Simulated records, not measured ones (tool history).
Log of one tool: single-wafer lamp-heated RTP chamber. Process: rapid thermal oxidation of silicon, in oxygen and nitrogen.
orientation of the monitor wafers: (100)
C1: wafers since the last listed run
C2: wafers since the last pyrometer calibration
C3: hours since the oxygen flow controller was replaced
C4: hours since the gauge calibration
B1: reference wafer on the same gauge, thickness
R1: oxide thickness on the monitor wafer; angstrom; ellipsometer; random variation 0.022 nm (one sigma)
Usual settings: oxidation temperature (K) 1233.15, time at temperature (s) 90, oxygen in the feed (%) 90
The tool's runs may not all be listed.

Run 1, hour 0: usual settings; C1 0; C2 3955; C3 5414.1; C4 263; B1 5.453. Result: R1 49.33 angstrom.
Run 2, hour 66.1: usual settings but oxidation temperature (K) 1255.15; C1 438; C2 4393; C3 5480.2; C4 329.1; B1 5.448. Result: R1 58.17 angstrom.
Run 3, hour 126: usual settings; C1 396; C2 4790; C3 5540.1; C4 389; B1 5.43. Result: R1 49.02 angstrom.
Run 4, hour 160.3: usual settings; C1 227; C2 5018; C3 5574.4; C4 423.3; B1 5.421. Result: R1 48.87 angstrom.
Run 5, hour 227.1: usual settings; C1 442; C2 5460; C3 5641.2; C4 490.1; B1 5.404. Result: R1 49.03 angstrom.
Run 6, hour 255.7: usual settings but time at temperature (s) 101; C1 189; C2 5650; C3 5669.8; C4 518.7; B1 5.398. Result: R1 51.32 angstrom.
Run 7, hour 297.9: usual settings but time at temperature (s) 101; C1 279; C2 5930; C3 5712; C4 560.9; B1 5.4. Result: R1 51.31 angstrom.
Run 8, hour 333.6: usual settings but time at temperature (s) 101; C1 236; C2 6166; C3 5747.7; C4 596.6; B1 5.378. Result: R1 51.08 angstrom.
Run 9, hour 383.9: usual settings but oxidation temperature (K) 1219.15, time at temperature (s) 126; C1 333; C2 6500; C3 5798; C4 646.9; B1 5.38. Result: R1 51.07 angstrom.
At hour 494.2: pyrometer window cleaned and pyrometer calibrated.
At hour 500.4: oxygen flow controller replaced.
Run 10, hour 585.6: usual settings but oxidation temperature (K) 1219.15, time at temperature (s) 126; C1 1242; C2 564; C3 85.2; C4 848.6; B1 5.322. Result: R1 50.1 angstrom.
At hour 592.3: gauge calibrated.
Run 11, hour 633.3: usual settings but oxidation temperature (K) 1219.15, time at temperature (s) 126; C1 316; C2 880; C3 132.9; C4 41; B1 5.487. Result: R1 51.54 angstrom.
Run 12, hour 662.8: usual settings but oxidation temperature (K) 1252.15, time at temperature (s) 120; C1 195; C2 1076; C3 162.4; C4 70.5; B1 5.471. Result: R1 64.99 angstrom.
Run 13, hour 733.1: usual settings but oxidation temperature (K) 1252.15, time at temperature (s) 120; C1 465; C2 1542; C3 232.7; C4 140.8; B1 5.455. Result: R1 64.99 angstrom.
Run 14, hour 793: usual settings but oxidation temperature (K) 1252.15, time at temperature (s) 120; C1 396; C2 1939; C3 292.6; C4 200.7; B1 5.445. Result: R1 64.33 angstrom.
Run 15, hour 843.6: usual settings but oxidation temperature (K) 1219.15, time at temperature (s) 126; C1 335; C2 2274; C3 343.2; C4 251.3; B1 5.435. Result: R1 50.99 angstrom.
Run 16, hour 906.4: usual settings; C1 416; C2 2690; C3 406; C4 314.1; B1 5.415. Result: R1 49.14 angstrom.
Run 17, hour 937.7: usual settings but oxygen in the feed (%) 71; C1 207; C2 2898; C3 437.3; C4 345.4; B1 5.42. Result: R1 45.39 angstrom.
Run 18, hour 986.7: usual settings but oxidation temperature (K) 1221.15, time at temperature (s) 106, oxygen in the feed (%) 98; C1 324; C2 3223; C3 486.3; C4 394.4; B1 5.407. Result: R1 49.19 angstrom.
Run 19, hour 1024.3: usual settings but oxidation temperature (K) 1214.15, time at temperature (s) 68, oxygen in the feed (%) 63; C1 249; C2 3472; C3 523.9; C4 432; B1 5.388. Result: R1 34.01 angstrom.
Run 20, hour 1066.7: usual settings but oxidation temperature (K) 1211.15, time at temperature (s) 69, oxygen in the feed (%) 73; C1 281; C2 3753; C3 566.3; C4 474.4; B1 5.382. Result: R1 34.9 angstrom.
Run 21, hour 1093: usual settings but oxidation temperature (K) 1210.15, time at temperature (s) 122, oxygen in the feed (%) 98; C1 174; C2 3927; C3 592.6; C4 500.7; B1 5.381. Result: R1 48.07 angstrom.
Run 22, hour 1126.5: usual settings but oxygen in the feed (%) 74; C1 222; C2 4149; C3 626.1; C4 534.2; B1 5.369. Result: R1 45.39 angstrom.
Run 23, hour 1196.6: usual settings but oxygen in the feed (%) 98; C1 464; C2 4614; C3 696.2; C4 604.3; B1 5.355. Result: R1 49.75 angstrom.
Run 24, hour 1240.8: usual settings but oxidation temperature (K) 1247.15, time at temperature (s) 50, oxygen in the feed (%) 98; C1 292; C2 4907; C3 740.4; C4 648.5; B1 5.356. Result: R1 42.73 angstrom.
Run 25, hour 1265.8: usual settings; C1 165; C2 5072; C3 765.4; C4 673.5; B1 5.351. Result: R1 48.21 angstrom.
Run 26, hour 1331.7: usual settings but time at temperature (s) 108, oxygen in the feed (%) 98; C1 436; C2 5509; C3 831.3; C4 739.4; B1 5.331. Result: R1 53.82 angstrom.
At hour 1392: gauge calibrated.
Run 27, hour 1399.9: usual settings; C1 452; C2 5961; C3 899.5; C4 7.9; B1 5.496. Result: R1 49.69 angstrom.

Measured less the same run without the tool's hidden state. The same run-to-run variation is in both; the gauge's scatter may not be:
The hidden state here: true wafer temperature minus pyrometer reading, K; deviation of the oxygen flow from its setpoint, %; gauge reads high (%).
run     R1
  1  -0.29
  2   -0.5
  3  -0.54
  4  -0.61
  5  -0.74
  6  -0.84
  7  -0.93
  8     -1
  9  -1.11
 10  -1.52
 11  -0.08
 12  -0.18
 13  -0.37
 14  -0.52
 15  -0.52
 16  -0.62
 17  -0.64
 18  -0.78
 19   -0.6
 20  -0.68
 21  -0.98
 22  -0.99
 23  -1.23
 24  -1.14
 25  -1.33
 26  -1.64
 27  +0.11
